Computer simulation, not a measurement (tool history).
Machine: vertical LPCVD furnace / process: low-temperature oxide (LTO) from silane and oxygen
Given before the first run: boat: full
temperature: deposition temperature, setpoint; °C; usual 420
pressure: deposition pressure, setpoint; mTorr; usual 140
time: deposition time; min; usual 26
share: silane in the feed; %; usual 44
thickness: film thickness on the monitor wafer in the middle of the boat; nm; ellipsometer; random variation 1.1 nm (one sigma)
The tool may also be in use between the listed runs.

| run | hour | temperature | pressure | time | share | wafers since the last listed run | hours since the last temperature calibration | hours since the pressure gauge was zeroed | hours since the silane flow controller was replaced | hours since the gauge calibration | read-back reference wafer on the same gauge, thickness | thickness |
|---|---|---|---|---|---|---|---|---|---|---|---|---|
| 1 | 0 | 420 | 140 | 26 | 44 | 0 | 997.3 | 579.2 | 4601.4 | 1459.4 | 199.99 | 235.79 |
| 2 | 85.4 | 420 | 140 | 26 | 44 | 1089 | 1082.7 | 664.6 | 4686.8 | 1544.8 | 199.74 | 235.64 |
| 3 | 179 | 412 | 140 | 26 | 46 | 1193 | 1176.3 | 758.2 | 4780.4 | 1638.4 | 199.65 | 226.74 |
| 4 | 231.1 | 412 | 140 | 26 | 46 | 664 | 1228.4 | 810.3 | 4832.5 | 1690.5 | 199.95 | 228.9 |
| 5 | 334.9 | 420 | 140 | 26 | 44 | 1324 | 1332.2 | 914.1 | 4936.3 | 1794.3 | 200.34 | 236.59 |
| 6 | 412.3 | 420 | 140 | 26 | 44 | 987 | 1409.6 | 991.5 | 5013.7 | 1871.7 | 199.96 | 237.03 |
| 7 | 506.1 | 420 | 140 | 18.5 | 44 | 1196 | 1503.4 | 1085.3 | 5107.5 | 1965.5 | 200.21 | 168.89 |
| 8 | 549.8 | 420 | 140 | 26 | 44 | 557 | 1547.1 | 1129 | 5151.2 | 2009.2 | 200.6 | 238.39 |
| 9 | 616.5 | 420 | 140 | 26 | 44 | 850 | 1613.8 | 1195.7 | 5217.9 | 2075.9 | 200.18 | 237.44 |
|  | 701.2 | gauge calibrated |
| 10 | 701.7 | 420 | 140 | 26 | 44 | 1086 | 1699 | 1280.9 | 5303.1 | 0.5 | 200.21 | 236.52 |
|  | 732.5 | silane flow controller replaced |
| 11 | 748.3 | 420 | 140 | 26 | 44 | 288 | 1745.6 | 1327.5 | 15.8 | 47.1 | 200.09 | 236.94 |
| 12 | 811.8 | 420 | 140 | 34 | 44 | 809 | 1809.1 | 1391 | 79.3 | 110.6 | 200.05 | 309.1 |
| 13 | 885.8 | 420 | 140 | 26 | 50 | 943 | 1883.1 | 1465 | 153.3 | 184.6 | 199.81 | 265.77 |
| 14 | 927 | 423 | 140 | 35 | 36 | 525 | 1924.3 | 1506.2 | 194.5 | 225.8 | 200.63 | 266.76 |
| 15 | 1023.8 | 420 | 140 | 26 | 44 | 1234 | 2021.1 | 1603 | 291.3 | 322.6 | 200.25 | 239.32 |
| 16 | 1119.4 | 430 | 140 | 23 | 44 | 1219 | 2116.7 | 1698.6 | 386.9 | 418.2 | 199.96 | 234.2 |
| 17 | 1213 | 420 | 165 | 26 | 50 | 1193 | 2210.3 | 1792.2 | 480.5 | 511.8 | 199.9 | 313.62 |
|  | 1292 | pressure gauge zeroed |
| 18 | 1292.5 | 420 | 140 | 26 | 44 | 707 | 2289.8 | 0.5 | 560 | 591.3 | 199.4 | 231.19 |
| 19 | 1378.7 | 420 | 140 | 19 | 44 | 1099 | 2376 | 86.7 | 646.2 | 677.5 | 200.24 | 168.57 |
| 20 | 1482.2 | 420 | 110 | 34.5 | 44 | 1320 | 2479.5 | 190.2 | 749.7 | 781 | 200.1 | 240.71 |
|  | 1649.6 | thermocouples replaced and temperature profile calibrated |
| 21 | 1716.9 | 429 | 140 | 26 | 50 | 2687 | 67.3 | 424.9 | 984.4 | 1015.7 | 199.74 | 283.74 |
| 22 | 1756.4 | 426 | 110 | 26 | 44 | 503 | 106.8 | 464.4 | 1023.9 | 1055.2 | 200.03 | 193.42 |
| 23 | 1805.1 | 431 | 120 | 26 | 44 | 621 | 155.5 | 513.1 | 1072.6 | 1103.9 | 200.12 | 223.06 |
| 24 | 1894.1 | 420 | 140 | 26 | 44 | 1135 | 244.5 | 602.1 | 1161.6 | 1192.9 | 200 | 231.58 |
| 25 | 1970.9 | 431 | 140 | 26 | 44 | 979 | 321.3 | 678.9 | 1238.4 | 1269.7 | 200.12 | 259.51 |
| 26 | 2018 | 410 | 140 | 32 | 37 | 600 | 368.4 | 726 | 1285.5 | 1316.8 | 199.75 | 212.52 |
| 27 | 2111.3 | 420 | 140 | 26 | 44 | 1190 | 461.7 | 819.3 | 1378.8 | 1410.1 | 199.76 | 233.36 |
| 28 | 2148.1 | 420 | 140 | 26 | 44 | 469 | 498.5 | 856.1 | 1415.6 | 1446.9 | 199.5 | 233.62 |
| 29 | 2197.1 | 420 | 140 | 26 | 44 | 625 | 547.5 | 905.1 | 1464.6 | 1495.9 | 199.77 | 234.83 |
| 30 | 2295.5 | 417 | 140 | 26 | 35 | 1255 | 645.9 | 1003.5 | 1563 | 1594.3 | 200.43 | 175.28 |
| 31 | 2400.3 | 420 | 125 | 26 | 44 | 1336 | 750.7 | 1108.3 | 1667.8 | 1699.1 | 200.4 | 208.95 |

Predict each of these 4 candidate next runs independently; none follows another, all start after run 31:
| A | 2404.6 | 420 | 140 | 26 | 44 | 54 | 755 | 1112.6 | 1672.1 | 1703.4 | ? | ? |
| B | 2404.6 | 420 | 150 | 26 | 44 | 54 | 755 | 1112.6 | 1672.1 | 1703.4 | ? | ? |
| C | 2404.6 | 420 | 110 | 26 | 44 | 54 | 755 | 1112.6 | 1672.1 | 1703.4 | ? | ? |
| D | 2404.6 | 420 | 140 | 18.5 | 36 | 54 | 755 | 1112.6 | 1672.1 | 1703.4 | ? | ? |

| run | read-back reference wafer on the same gauge, thickness | thickness |
|---|---|---|
| A | 199.34 | 234.65 |
| B | 199.34 | 251.11 |
| C | 199.34 | 185.29 |
| D | 199.34 | 133.21 |
With the hidden condition removed and each run's random variation left untouched, the same runs would have given:
| run | thickness |
|---|---|
| A | 230.36 |
| B | 246.81 |
| C | 181 |
| D | 130.77 |

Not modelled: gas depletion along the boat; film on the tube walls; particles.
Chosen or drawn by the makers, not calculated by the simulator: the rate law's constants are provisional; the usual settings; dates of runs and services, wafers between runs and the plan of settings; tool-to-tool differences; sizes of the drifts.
